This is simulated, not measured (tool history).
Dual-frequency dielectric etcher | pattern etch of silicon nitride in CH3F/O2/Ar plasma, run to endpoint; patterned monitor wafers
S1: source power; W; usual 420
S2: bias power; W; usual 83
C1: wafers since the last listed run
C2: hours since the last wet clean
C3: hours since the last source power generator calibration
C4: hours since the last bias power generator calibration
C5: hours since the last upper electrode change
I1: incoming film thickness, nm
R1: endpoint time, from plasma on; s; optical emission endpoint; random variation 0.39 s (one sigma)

run 1 hour=0 | S1=490 S2=68 | C1=0 C2=119.9 C3=4192.1 C4=2998.3 C5=2086.7 | I1=34.32 | R1=47.3
run 2 hour=34.8 | S1=490 S2=68 | C1=394 C2=154.7 C3=4226.9 C4=3033.1 C5=2121.5 | I1=34.42 | R1=47
run 3 hour=92.1 | S1=420 S2=99 | C1=649 C2=212 C3=4284.2 C4=3090.4 C5=2178.8 | I1=34.09 | R1=42.7
run 4 hour=135.7 | S1=420 S2=99 | C1=494 C2=255.6 C3=4327.8 C4=3134 C5=2222.4 | I1=34.22 | R1=42.8
run 5 hour=197.6 | S1=420 S2=99 | C1=701 C2=317.5 C3=4389.7 C4=3195.9 C5=2284.3 | I1=33.78 | R1=41.9
run 6 hour=264.6 | S1=420 S2=83 | C1=759 C2=384.5 C3=4456.7 C4=3262.9 C5=2351.3 | I1=34.12 | R1=46.9
run 7 hour=326.1 | S1=420 S2=83 | C1=697 C2=446 C3=4518.2 C4=3324.4 C5=2412.8 | I1=34.2 | R1=46.5
-- hour=391.3 wet clean of the chamber
run 8 hour=391.8 | S1=420 S2=83 | C1=472 C2=0.5 C3=4583.9 C4=3390.1 C5=2478.5 | I1=34.17 | R1=47
run 9 hour=420.8 | S1=420 S2=83 | C1=328 C2=29.5 C3=4612.9 C4=3419.1 C5=2507.5 | I1=33.95 | R1=45.6
run 10 hour=462.4 | S1=420 S2=83 | C1=471 C2=71.1 C3=4654.5 C4=3460.7 C5=2549.1 | I1=33.92 | R1=46.7
run 11 hour=502.8 | S1=420 S2=83 | C1=458 C2=111.5 C3=4694.9 C4=3501.1 C5=2589.5 | I1=34.07 | R1=46.2
run 12 hour=535.4 | S1=520 S2=77 | C1=369 C2=144.1 C3=4727.5 C4=3533.7 C5=2622.1 | I1=34.14 | R1=42.4
run 13 hour=569.4 | S1=420 S2=83 | C1=385 C2=178.1 C3=4761.5 C4=3567.7 C5=2656.1 | I1=34.34 | R1=46
run 14 hour=602 | S1=460 S2=102 | C1=369 C2=210.7 C3=4794.1 C4=3600.3 C5=2688.7 | I1=34.11 | R1=40.2
run 15 hour=647.3 | S1=330 S2=65 | C1=513 C2=256 C3=4839.4 C4=3645.6 C5=2734 | I1=34.14 | R1=60.2
-- hour=700 upper electrode replaced
-- hour=704.4 source power generator calibrated
run 16 hour=705.7 | S1=390 S2=83 | C1=344 C2=314.4 C3=1.3 C4=3704 C5=5.7 | I1=34.42 | R1=48.5
run 17 hour=766.1 | S1=420 S2=83 | C1=684 C2=374.8 C3=61.7 C4=3764.4 C5=66.1 | I1=34.39 | R1=47.1
run 18 hour=815 | S1=420 S2=83 | C1=554 C2=423.7 C3=110.6 C4=3813.3 C5=115 | I1=34.08 | R1=46.1
-- hour=863.7 bias power generator calibrated
-- hour=864.8 wet clean of the chamber
run 19 hour=884.6 | S1=420 S2=75 | C1=732 C2=19.8 C3=180.2 C4=20.9 C5=184.6 | I1=34.37 | R1=50
run 20 hour=927.7 | S1=420 S2=98 | C1=488 C2=62.9 C3=223.3 C4=64 C5=227.7 | I1=34.16 | R1=42.8
run 21 hour=981.3 | S1=420 S2=71 | C1=607 C2=116.5 C3=276.9 C4=117.6 C5=281.3 | I1=33.86 | R1=49.8
run 22 hour=1114.8 | S1=420 S2=83 | C1=1513 C2=250 C3=410.4 C4=251.1 C5=414.8 | I1=33.94 | R1=47

How the hidden state differs across the entries between the runs, from the last listed run before each to the first after it:
Between runs 7 and 8: wet clean of the chamber (hour 391.3)
  no hidden state differs between the two runs
Between runs 15 and 16: upper electrode replaced (hour 700); source power generator calibrated (hour 704.4)
  no hidden state differs between the two runs
Between runs 18 and 19: bias power generator calibrated (hour 863.7); wet clean of the chamber (hour 864.8)
  no hidden state differs between the two runs

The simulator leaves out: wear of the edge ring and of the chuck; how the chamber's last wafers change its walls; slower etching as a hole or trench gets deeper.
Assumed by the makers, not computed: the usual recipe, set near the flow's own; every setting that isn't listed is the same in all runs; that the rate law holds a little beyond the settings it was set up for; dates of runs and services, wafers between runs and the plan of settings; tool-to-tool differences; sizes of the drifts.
